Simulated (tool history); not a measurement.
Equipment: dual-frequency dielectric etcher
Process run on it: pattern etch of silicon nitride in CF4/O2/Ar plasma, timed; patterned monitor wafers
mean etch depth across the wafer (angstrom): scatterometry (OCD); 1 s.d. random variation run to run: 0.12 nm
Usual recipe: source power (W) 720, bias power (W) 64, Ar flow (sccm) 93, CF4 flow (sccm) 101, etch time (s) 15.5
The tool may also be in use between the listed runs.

run	hour	source power (W)	bias power (W)	Ar flow (sccm)	CF4 flow (sccm)	etch time (s)	wafers since the last listed run	hours since the last wet clean	hours since the last source power generator calibration	hours since the last bias power generator calibration	hours since the last Ar flow controller change	hours since the last CF4 flow controller change	hours since the last upper electrode change	hours since the gauge calibration	read-back reference wafer on the same gauge, depth_nm	mean etch depth across the wafer (angstrom)
1	0	720	64	93	101	15.5	0	410	3298.5	3179	5447.9	3883.6	3402.8	430.2	46.28	462.4
2	26.8	720	64	93	101	15.5	363	436.8	3325.3	3205.8	5474.7	3910.4	3429.6	457	46.29	463.1
3	52.8	720	64	93	101	15.5	353	462.8	3351.3	3231.8	5500.7	3936.4	3455.6	483	46.33	463
4	88.5	720	64	93	101	15.5	484	498.5	3387	3267.5	5536.4	3972.1	3491.3	518.7	46.27	463.5
5	115.7	720	64	93	101	15.5	369	525.7	3414.2	3294.7	5563.6	3999.3	3518.5	545.9	46.28	464.4
6	135.4	720	64	93	101	15.5	267	545.4	3433.9	3314.4	5583.3	4019	3538.2	565.6	46.29	465.7
7	166.8	720	64	93	101	15.5	426	576.8	3465.3	3345.8	5614.7	4050.4	3569.6	597	46.29	466.4
# hour 203.3: upper electrode replaced, of another model than before
# hour 218.8: wet clean of the chamber
# hour 220.1: CF4 flow controller replaced
8	220.6	720	64	93	101	15.5	176	1.8	3519.1	3399.6	5668.5	0.5	17.3	650.8	46.33	447.4
9	220.9	720	64	93	112	15.5	4	2.1	3519.4	3399.9	5668.8	0.8	17.6	651.1	46.28	455.2
10	225.3	720	64	93	112	15.5	59	6.5	3523.8	3404.3	5673.2	5.2	22	655.5	46.3	453.8
# hour 268.3: bias power generator calibrated
11	284	720	55	116	120	15.5	742	65.2	3582.5	15.7	5731.9	63.9	80.7	714.2	46.29	434.7
# hour 299.4: gauge calibrated
12	316.8	640	64	82	101	15.5	445	98	3615.3	48.5	5764.7	96.7	113.5	17.4	46.28	423.2
13	337	870	64	81	90	19	274	118.2	3635.5	68.7	5784.9	116.9	133.7	37.6	46.35	629.5
# hour 365.3: Ar flow controller replaced
14	367.6	720	64	93	101	15.5	334	148.8	3666.1	99.3	2.3	147.5	164.3	68.2	46.33	452.8
15	416.6	720	64	93	101	15.5	665	197.8	3715.1	148.3	51.3	196.5	213.3	117.2	46.26	455.1
# hour 450.3: source power generator calibrated
16	450.8	580	64	74	101	18.5	410	232	0.5	182.5	85.5	230.7	247.5	151.4	46.27	483.7
17	466.8	720	64	110	101	15.5	217	248	16.5	198.5	101.5	246.7	263.5	167.4	46.29	446.5
18	502.3	660	64	93	101	15.5	482	283.5	52	234	137	282.2	299	202.9	46.31	431.9
19	519	720	64	74	101	15.5	226	300.2	68.7	250.7	153.7	298.9	315.7	219.6	46.26	466
20	549.4	720	64	93	101	15.5	412	330.6	99.1	281.1	184.1	329.3	346.1	250	46.32	455
21	584.1	570	64	93	101	15.5	471	365.3	133.8	315.8	218.8	364	380.8	284.7	46.3	396.8
22	615.2	720	64	93	101	11.5	422	396.4	164.9	346.9	249.9	395.1	411.9	315.8	46.3	339.8

3 ways to go on from here, each from the tool as it stands after run 22. What would each give?
A	615.6	720	64	93	101	15.5	5	396.8	165.3	347.3	250.3	395.5	412.3	316.2	?	?
B	615.6	720	64	93	84	18	5	396.8	165.3	347.3	250.3	395.5	412.3	316.2	?	?
C	615.6	720	58	93	101	15.5	5	396.8	165.3	347.3	250.3	395.5	412.3	316.2	?	?

run	read-back reference wafer on the same gauge, depth_nm	mean etch depth across the wafer (angstrom)
A	46.29	458.9
B	46.29	521
C	46.29	448.7
The same runs, with their run-to-run variation unchanged, on a tool lacking any hidden condition would have given:
run	mean etch depth across the wafer (angstrom)
A	449.4
B	510.2
C	439.3
